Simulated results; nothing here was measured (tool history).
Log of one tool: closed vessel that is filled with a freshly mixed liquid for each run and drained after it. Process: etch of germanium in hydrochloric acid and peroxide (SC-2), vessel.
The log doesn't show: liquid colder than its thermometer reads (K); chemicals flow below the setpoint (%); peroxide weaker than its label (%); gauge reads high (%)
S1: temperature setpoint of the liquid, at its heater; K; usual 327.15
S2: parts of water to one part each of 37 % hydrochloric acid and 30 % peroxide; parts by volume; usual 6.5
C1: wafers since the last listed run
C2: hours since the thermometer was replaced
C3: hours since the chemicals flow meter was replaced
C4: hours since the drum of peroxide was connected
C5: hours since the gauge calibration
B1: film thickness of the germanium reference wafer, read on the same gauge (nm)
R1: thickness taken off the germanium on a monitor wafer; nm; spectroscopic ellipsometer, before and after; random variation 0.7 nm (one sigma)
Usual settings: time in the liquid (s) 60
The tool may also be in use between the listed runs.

Run 1, hour 0: usual settings; C1 0; C2 1666.1; C3 602.1; C4 565.2; C5 184; B1 40.02. Result: R1 128.91 nm.
Run 2, hour 22.3: usual settings; C1 2571; C2 1688.4; C3 624.4; C4 587.5; C5 206.3; B1 40.01. Result: R1 128.78 nm.
Run 3, hour 51.3: usual settings; C1 3344; C2 1717.4; C3 653.4; C4 616.5; C5 235.3; B1 40.06. Result: R1 128.83 nm.
Run 4, hour 81.5: usual settings; C1 3482; C2 1747.6; C3 683.6; C4 646.7; C5 265.5; B1 40. Result: R1 128.31 nm.
Run 5, hour 97.3: usual settings; C1 1822; C2 1763.4; C3 699.4; C4 662.5; C5 281.3; B1 40.02. Result: R1 128.51 nm.
Run 6, hour 128.9: usual settings; C1 3644; C2 1795; C3 731; C4 694.1; C5 312.9; B1 40.04. Result: R1 128.27 nm.
Run 7, hour 171.2: usual settings; C1 4877; C2 1837.3; C3 773.3; C4 736.4; C5 355.2; B1 40.01. Result: R1 128.19 nm.
Run 8, hour 200.6: usual settings; C1 3390; C2 1866.7; C3 802.7; C4 765.8; C5 384.6; B1 39.99. Result: R1 127.42 nm.
Run 9, hour 229.1: usual settings but S2 5.5 parts by volume; C1 3286; C2 1895.2; C3 831.2; C4 794.3; C5 413.1; B1 40.02. Result: R1 128.54 nm.
Run 10, hour 261.1: usual settings but S2 5.5 parts by volume; C1 3690; C2 1927.2; C3 863.2; C4 826.3; C5 445.1; B1 39.98. Result: R1 127.88 nm.
At hour 273.3: thermometer replaced.
At hour 352.1: gauge calibrated.
Run 11, hour 366.6: usual settings but S2 5.5 parts by volume; C1 12050; C2 93.3; C3 968.7; C4 931.8; C5 14.5; B1 40.07. Result: R1 122.63 nm.
Run 12, hour 383.7: usual settings but S1 329.65 K, time in the liquid (s) 50; C1 1971; C2 110.4; C3 985.8; C4 948.9; C5 31.6; B1 40. Result: R1 109.63 nm.
Run 13, hour 398: usual settings but S1 329.65 K, time in the liquid (s) 50; C1 1649; C2 124.7; C3 1000.1; C4 963.2; C5 45.9; B1 40.02. Result: R1 108.22 nm.
At hour 430.8: thermometer replaced, repeated, since the last time left the tool worse.
Run 14, hour 471.1: usual settings but S1 335.65 K, S2 4.5 parts by volume, time in the liquid (s) 50; C1 8314; C2 40.3; C3 1073.2; C4 1036.3; C5 119; B1 39.98. Result: R1 146.13 nm.
Run 15, hour 535.5: usual settings but S1 323.65 K; C1 7426; C2 104.7; C3 1137.6; C4 1100.7; C5 183.4; B1 40.03. Result: R1 120.56 nm.
Run 16, hour 570.8: usual settings but S1 317.15 K, S2 4.5 parts by volume, time in the liquid (s) 70; C1 4070; C2 140; C3 1172.9; C4 1136; C5 218.7; B1 40.03. Result: R1 114.39 nm.
Run 17, hour 592: usual settings but S1 331.65 K, time in the liquid (s) 75; C1 2444; C2 161.2; C3 1194.1; C4 1157.2; C5 239.9; B1 39.97. Result: R1 192.35 nm.
At hour 603.5: new drum of peroxide connected.
Run 18, hour 625.2: usual settings but S1 322.15 K, S2 8.5 parts by volume, time in the liquid (s) 30; C1 3713; C2 194.4; C3 1227.3; C4 21.7; C5 273.1; B1 39.96. Result: R1 55.73 nm.
Run 19, hour 641.6: usual settings; C1 1891; C2 210.8; C3 1243.7; C4 38.1; C5 289.5; B1 40.05. Result: R1 133.31 nm.
Run 20, hour 655.2: usual settings but S1 317.15 K; C1 1568; C2 224.4; C3 1257.3; C4 51.7; C5 303.1; B1 40. Result: R1 96.97 nm.
At hour 667.1: chemicals flow meter replaced.
Run 21, hour 677.5: usual settings; C1 2456; C2 246.7; C3 10.4; C4 74; C5 325.4; B1 39.97. Result: R1 133.61 nm.
Run 22, hour 694.1: usual settings; C1 1914; C2 263.3; C3 27; C4 90.6; C5 342; B1 39.97. Result: R1 133.85 nm.
Run 23, hour 714: usual settings; C1 2294; C2 283.2; C3 46.9; C4 110.5; C5 361.9; B1 39.98. Result: R1 132.54 nm.
Run 24, hour 747.8: usual settings; C1 3897; C2 317; C3 80.7; C4 144.3; C5 395.7; B1 39.94. Result: R1 132.54 nm.
Run 25, hour 769.5: usual settings but S2 9 parts by volume; C1 2502; C2 338.7; C3 102.4; C4 166; C5 417.4; B1 39.95. Result: R1 131.68 nm.
Run 26, hour 791: usual settings; C1 2479; C2 360.2; C3 123.9; C4 187.5; C5 438.9; B1 39.98. Result: R1 133.3 nm.
Run 27, hour 825.5: usual settings but S1 322.15 K, S2 5.5 parts by volume, time in the liquid (s) 75; C1 3978; C2 394.7; C3 158.4; C4 222; C5 473.4; B1 40. Result: R1 143.26 nm.
Run 28, hour 857.8: usual settings but S2 8.5 parts by volume, time in the liquid (s) 50; C1 3724; C2 427; C3 190.7; C4 254.3; C5 505.7; B1 39.99. Result: R1 109.28 nm.
Run 29, hour 870.8: usual settings; C1 1499; C2 440; C3 203.7; C4 267.3; C5 518.7; B1 40.02. Result: R1 133.42 nm.

What the log doesn't show, run by run:
chemicals flow below the setpoint (%): 0 in every run
peroxide weaker than its label (%): 0 in every run
gauge reads high (%): 0 in every run
H1: liquid colder than its thermometer reads (K)
run      H1
  1    1.37
  2    1.38
  3     1.4
  4    1.43
  5    1.44
  6    1.46
  7     1.5
  8    1.52
  9    1.54
 10    1.56
 11     3.2
 12    3.22
 13    3.23
 14  0.0472
 15   0.096
 16   0.123
 17   0.139
 18   0.164
 19   0.176
 20   0.187
 21   0.203
 22   0.216
 23   0.231
 24   0.257
 25   0.273
 26   0.289
 27   0.315
 28    0.34
 29    0.35

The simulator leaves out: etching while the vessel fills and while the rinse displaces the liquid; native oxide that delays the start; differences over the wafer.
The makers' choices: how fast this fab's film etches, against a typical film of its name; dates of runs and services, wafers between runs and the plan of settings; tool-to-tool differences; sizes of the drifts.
